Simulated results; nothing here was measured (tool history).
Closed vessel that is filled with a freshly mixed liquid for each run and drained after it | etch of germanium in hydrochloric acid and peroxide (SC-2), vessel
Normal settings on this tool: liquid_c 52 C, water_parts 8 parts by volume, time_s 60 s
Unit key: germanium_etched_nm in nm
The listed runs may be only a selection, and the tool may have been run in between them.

| run | hour | liquid_c | water_parts | time_s | wafers since the last listed run | hours since the thermometer was replaced | hours since the chemicals flow meter was replaced | hours since the drum of peroxide was connected | hours since the gauge calibration | read-back film thickness of the germanium reference wafer, read on the same gauge (nm) | germanium_etched_nm |
|---|---|---|---|---|---|---|---|---|---|---|---|
| 1 | 0 | 52 | 8 | 80 | 0 | 1850 | 610.8 | 749.4 | 126.7 | 108.42 | 193.21 |
| 2 | 95.9 | 52 | 8 | 60 | 10943 | 1945.9 | 706.7 | 845.3 | 222.6 | 107.74 | 142.91 |
| 3 | 203.7 | 52 | 8 | 60 | 12300 | 2053.7 | 814.5 | 953.1 | 330.4 | 107.29 | 144.05 |
| 4 | 297.3 | 52 | 11 | 80 | 10680 | 2147.3 | 908.1 | 1046.7 | 424 | 107.03 | 185.45 |
| 5 | 382.4 | 52 | 11 | 80 | 9710 | 2232.4 | 993.2 | 1131.8 | 509.1 | 106.87 | 186.69 |
| 6 | 424.9 | 52 | 11 | 80 | 4849 | 2274.9 | 1035.7 | 1174.3 | 551.6 | 106.77 | 184.34 |
|  | 444.9 | thermometer replaced |
| 7 | 503.3 | 52 | 8 | 35 | 8832 | 58.4 | 1114.1 | 1252.7 | 630 | 106.7 | 83.73 |
|  | 517.9 | chemicals flow meter replaced |
| 8 | 569 | 52 | 8 | 35 | 7382 | 124.1 | 51.1 | 1318.4 | 695.7 | 106.64 | 82.82 |
|  | 591.8 | gauge calibrated |
| 9 | 622.9 | 52 | 8 | 60 | 6150 | 178 | 105 | 1372.3 | 31.1 | 109.46 | 146.23 |
| 10 | 684.4 | 43.5 | 6 | 60 | 7017 | 239.5 | 166.5 | 1433.8 | 92.6 | 108.84 | 112.77 |
|  | 731.1 | new drum of peroxide connected |
| 11 | 731.6 | 56.5 | 6 | 70 | 5271 | 286.7 | 213.7 | 0.5 | 139.8 | 108.45 | 197.67 |
| 12 | 821 | 52 | 8 | 90 | 10201 | 376.1 | 303.1 | 89.9 | 229.2 | 107.91 | 217.96 |
| 13 | 866.4 | 52 | 4.5 | 85 | 5180 | 421.5 | 348.5 | 135.3 | 274.6 | 107.65 | 210 |
| 14 | 1021.4 | 52 | 8 | 95 | 17686 | 576.5 | 503.5 | 290.3 | 429.6 | 107.19 | 227.63 |
| 15 | 1064.3 | 60.5 | 8 | 80 | 4895 | 619.4 | 546.4 | 333.2 | 472.5 | 107.07 | 248.47 |
| 16 | 1121.8 | 58 | 9 | 75 | 6561 | 676.9 | 603.9 | 390.7 | 530 | 107 | 212.96 |
| 17 | 1188.1 | 52 | 8 | 60 | 7565 | 743.2 | 670.2 | 457 | 596.3 | 106.92 | 143.47 |

4 options for the next run, each taken on its own from the tool as it stands now. Forecast them:
| A | 1188.8 | 52 | 11.5 | 60 | 79 | 743.9 | 670.9 | 457.7 | 597 | ? | ? |
| B | 1188.8 | 61.5 | 5 | 60 | 79 | 743.9 | 670.9 | 457.7 | 597 | ? | ? |
| C | 1188.8 | 57.5 | 11.5 | 80 | 79 | 743.9 | 670.9 | 457.7 | 597 | ? | ? |
| D | 1188.8 | 52 | 10.5 | 90 | 79 | 743.9 | 670.9 | 457.7 | 597 | ? | ? |

| run | read-back film thickness of the germanium reference wafer, read on the same gauge (nm) | germanium_etched_nm |
|---|---|---|
| A | 106.93 | 138.94 |
| B | 106.93 | 196.8 |
| C | 106.93 | 218.78 |
| D | 106.93 | 210.5 |
Without the tool's unlogged condition, the same runs would have read:
| run | germanium_etched_nm |
|---|---|
| A | 142.97 |
| B | 202.51 |
| C | 225.12 |
| D | 216.6 |

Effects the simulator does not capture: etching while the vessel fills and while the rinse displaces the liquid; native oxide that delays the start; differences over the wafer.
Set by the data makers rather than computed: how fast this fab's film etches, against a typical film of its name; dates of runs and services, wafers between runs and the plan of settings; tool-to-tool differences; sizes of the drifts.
